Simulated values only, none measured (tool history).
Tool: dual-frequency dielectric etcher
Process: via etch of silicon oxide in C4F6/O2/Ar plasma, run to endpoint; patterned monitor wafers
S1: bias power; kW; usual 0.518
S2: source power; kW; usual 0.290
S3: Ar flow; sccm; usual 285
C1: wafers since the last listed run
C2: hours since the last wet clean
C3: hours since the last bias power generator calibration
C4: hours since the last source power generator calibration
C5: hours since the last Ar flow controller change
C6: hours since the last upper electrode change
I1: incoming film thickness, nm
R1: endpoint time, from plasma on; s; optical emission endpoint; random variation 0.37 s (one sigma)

{"run": 1, "day": 0.0, "S1": 0.518, "S2": 0.29, "S3": 285, "C1": 0, "C2": 280.0, "C3": 2576.7, "C4": 3369.2, "C5": 5816.0, "C6": 3313.0, "I1": 189.3, "R1": 48.4}
{"run": 2, "day": 1.288, "S1": 0.518, "S2": 0.29, "S3": 285, "C1": 327, "C2": 310.9, "C3": 2607.6, "C4": 3400.1, "C5": 5846.9, "C6": 3343.9, "I1": 192.2, "R1": 50.0}
{"run": 3, "day": 2.162, "S1": 0.518, "S2": 0.29, "S3": 285, "C1": 222, "C2": 331.9, "C3": 2628.6, "C4": 3421.1, "C5": 5867.9, "C6": 3364.9, "I1": 189.2, "R1": 49.2}
{"run": 4, "day": 3.046, "S1": 0.518, "S2": 0.29, "S3": 285, "C1": 224, "C2": 353.1, "C3": 2649.8, "C4": 3442.3, "C5": 5889.1, "C6": 3386.1, "I1": 188.9, "R1": 49.2}
{"run": 5, "day": 3.854, "S1": 0.518, "S2": 0.29, "S3": 285, "C1": 205, "C2": 372.5, "C3": 2669.2, "C4": 3461.7, "C5": 5908.5, "C6": 3405.5, "I1": 187.3, "R1": 49.0}
{"run": 6, "day": 4.775, "S1": 0.518, "S2": 0.29, "S3": 285, "C1": 234, "C2": 394.6, "C3": 2691.3, "C4": 3483.8, "C5": 5930.6, "C6": 3427.6, "I1": 188.4, "R1": 49.4}
{"day": 6.904, "done": "wet clean of the chamber"}
{"run": 7, "day": 6.925, "S1": 0.518, "S2": 0.26, "S3": 285, "C1": 292, "C2": 0.5, "C3": 2742.9, "C4": 3535.4, "C5": 5982.2, "C6": 3479.2, "I1": 188.4, "R1": 48.3}
{"run": 8, "day": 6.942, "S1": 0.518, "S2": 0.26, "S3": 285, "C1": 4, "C2": 0.9, "C3": 2743.3, "C4": 3535.8, "C5": 5982.6, "C6": 3479.6, "I1": 188.1, "R1": 48.4}
{"run": 9, "day": 7.346, "S1": 0.518, "S2": 0.26, "S3": 285, "C1": 102, "C2": 10.6, "C3": 2753.0, "C4": 3545.5, "C5": 5992.3, "C6": 3489.3, "I1": 188.2, "R1": 48.3}
{"run": 10, "day": 8.012, "S1": 0.518, "S2": 0.29, "S3": 285, "C1": 169, "C2": 26.6, "C3": 2769.0, "C4": 3561.5, "C5": 6008.3, "C6": 3505.3, "I1": 189.2, "R1": 47.0}
{"run": 11, "day": 9.242, "S1": 0.518, "S2": 0.29, "S3": 285, "C1": 312, "C2": 56.1, "C3": 2798.5, "C4": 3591.0, "C5": 6037.8, "C6": 3534.8, "I1": 189.8, "R1": 47.5}
{"day": 9.692, "done": "Ar flow controller replaced"}
{"run": 12, "day": 10.729, "S1": 0.518, "S2": 0.29, "S3": 285, "C1": 315, "C2": 91.8, "C3": 2834.2, "C4": 3626.7, "C5": 24.9, "C6": 3570.5, "I1": 187.6, "R1": 47.6}
{"run": 13, "day": 12.238, "S1": 0.518, "S2": 0.29, "S3": 285, "C1": 384, "C2": 128.0, "C3": 2870.4, "C4": 3662.9, "C5": 61.1, "C6": 3606.7, "I1": 189.1, "R1": 47.4}
{"day": 12.725, "done": "bias power generator calibrated"}
{"run": 14, "day": 13.229, "S1": 0.518, "S2": 0.29, "S3": 285, "C1": 210, "C2": 151.8, "C3": 12.1, "C4": 3686.7, "C5": 84.9, "C6": 3630.5, "I1": 190.6, "R1": 48.7}
{"run": 15, "day": 13.9, "S1": 0.518, "S2": 0.29, "S3": 322, "C1": 170, "C2": 167.9, "C3": 28.2, "C4": 3702.8, "C5": 101.0, "C6": 3646.6, "I1": 189.2, "R1": 48.3}
{"run": 16, "day": 14.646, "S1": 0.518, "S2": 0.29, "S3": 285, "C1": 189, "C2": 185.8, "C3": 46.1, "C4": 3720.7, "C5": 118.9, "C6": 3664.5, "I1": 190.1, "R1": 47.8}
{"run": 17, "day": 15.271, "S1": 0.518, "S2": 0.29, "S3": 285, "C1": 159, "C2": 200.8, "C3": 61.1, "C4": 3735.7, "C5": 133.9, "C6": 3679.5, "I1": 187.3, "R1": 47.0}
{"run": 18, "day": 15.938, "S1": 0.518, "S2": 0.29, "S3": 313, "C1": 169, "C2": 216.8, "C3": 77.1, "C4": 3751.7, "C5": 149.9, "C6": 3695.5, "I1": 187.5, "R1": 48.5}
{"run": 19, "day": 16.742, "S1": 0.476, "S2": 0.25, "S3": 255, "C1": 204, "C2": 236.1, "C3": 96.4, "C4": 3771.0, "C5": 169.2, "C6": 3714.8, "I1": 188.6, "R1": 52.1}
{"day": 18.396, "done": "upper electrode replaced, of another model than before"}
{"run": 20, "day": 18.417, "S1": 0.518, "S2": 0.29, "S3": 259, "C1": 171, "C2": 276.3, "C3": 136.6, "C4": 3811.2, "C5": 209.4, "C6": 0.5, "I1": 188.9, "R1": 48.1}
{"day": 18.946, "done": "source power generator calibrated"}
{"day": 22.575, "done": "wet clean of the chamber"}
{"run": 21, "day": 22.596, "S1": 0.481, "S2": 0.29, "S3": 354, "C1": 767, "C2": 0.5, "C3": 236.9, "C4": 87.6, "C5": 309.7, "C6": 100.8, "I1": 187.8, "R1": 49.2}
{"run": 22, "day": 23.142, "S1": 0.518, "S2": 0.29, "S3": 285, "C1": 138, "C2": 13.6, "C3": 250.0, "C4": 100.7, "C5": 322.8, "C6": 113.9, "I1": 189.8, "R1": 47.0}
{"run": 23, "day": 24.471, "S1": 0.464, "S2": 0.29, "S3": 353, "C1": 338, "C2": 45.5, "C3": 281.9, "C4": 132.6, "C5": 354.7, "C6": 145.8, "I1": 189.0, "R1": 51.5}
{"run": 24, "day": 25.942, "S1": 0.412, "S2": 0.29, "S3": 247, "C1": 374, "C2": 80.8, "C3": 317.2, "C4": 167.9, "C5": 390.0, "C6": 181.1, "I1": 189.1, "R1": 54.2}
{"run": 25, "day": 26.721, "S1": 0.634, "S2": 0.29, "S3": 285, "C1": 198, "C2": 99.5, "C3": 335.9, "C4": 186.6, "C5": 408.7, "C6": 199.8, "I1": 189.2, "R1": 42.8}
{"run": 26, "day": 27.638, "S1": 0.518, "S2": 0.29, "S3": 264, "C1": 233, "C2": 121.5, "C3": 357.9, "C4": 208.6, "C5": 430.7, "C6": 221.8, "I1": 190.1, "R1": 47.3}
{"run": 27, "day": 28.979, "S1": 0.518, "S2": 0.26, "S3": 285, "C1": 341, "C2": 153.7, "C3": 390.1, "C4": 240.8, "C5": 462.9, "C6": 254.0, "I1": 187.9, "R1": 51.0}
{"run": 28, "day": 29.908, "S1": 0.518, "S2": 0.35, "S3": 238, "C1": 236, "C2": 176.0, "C3": 412.4, "C4": 263.1, "C5": 485.2, "C6": 276.3, "I1": 188.2, "R1": 42.5}
{"run": 29, "day": 31.046, "S1": 0.518, "S2": 0.29, "S3": 285, "C1": 289, "C2": 203.3, "C3": 439.7, "C4": 290.4, "C5": 512.5, "C6": 303.6, "I1": 189.3, "R1": 48.2}

4 ways to go on from here, each from the tool as it stands after run 29. What would each give?
{"run": "A", "day": 31.062, "S1": 0.518, "S2": 0.29, "S3": 285, "C1": 4, "C2": 203.7, "C3": 440.1, "C4": 290.8, "C5": 512.9, "C6": 304.0, "I1": 189.3, "R1": "?"}
{"run": "B", "day": 31.062, "S1": 0.567, "S2": 0.24, "S3": 285, "C1": 4, "C2": 203.7, "C3": 440.1, "C4": 290.8, "C5": 512.9, "C6": 304.0, "I1": 189.3, "R1": "?"}
{"run": "C", "day": 31.062, "S1": 0.637, "S2": 0.25, "S3": 236, "C1": 4, "C2": 203.7, "C3": 440.1, "C4": 290.8, "C5": 512.9, "C6": 304.0, "I1": 189.3, "R1": "?"}
{"run": "D", "day": 31.062, "S1": 0.518, "S2": 0.34, "S3": 252, "C1": 4, "C2": 203.7, "C3": 440.1, "C4": 290.8, "C5": 512.9, "C6": 304.0, "I1": 189.3, "R1": "?"}

run=A R1=48.1
run=B R1=51.4
run=C R1=46.2
run=D R1=43.6
Without the tool's hidden state the same runs would have given:
run=A R1=46.4
run=B R1=49.6
run=C R1=44.5
run=D R1=42.0

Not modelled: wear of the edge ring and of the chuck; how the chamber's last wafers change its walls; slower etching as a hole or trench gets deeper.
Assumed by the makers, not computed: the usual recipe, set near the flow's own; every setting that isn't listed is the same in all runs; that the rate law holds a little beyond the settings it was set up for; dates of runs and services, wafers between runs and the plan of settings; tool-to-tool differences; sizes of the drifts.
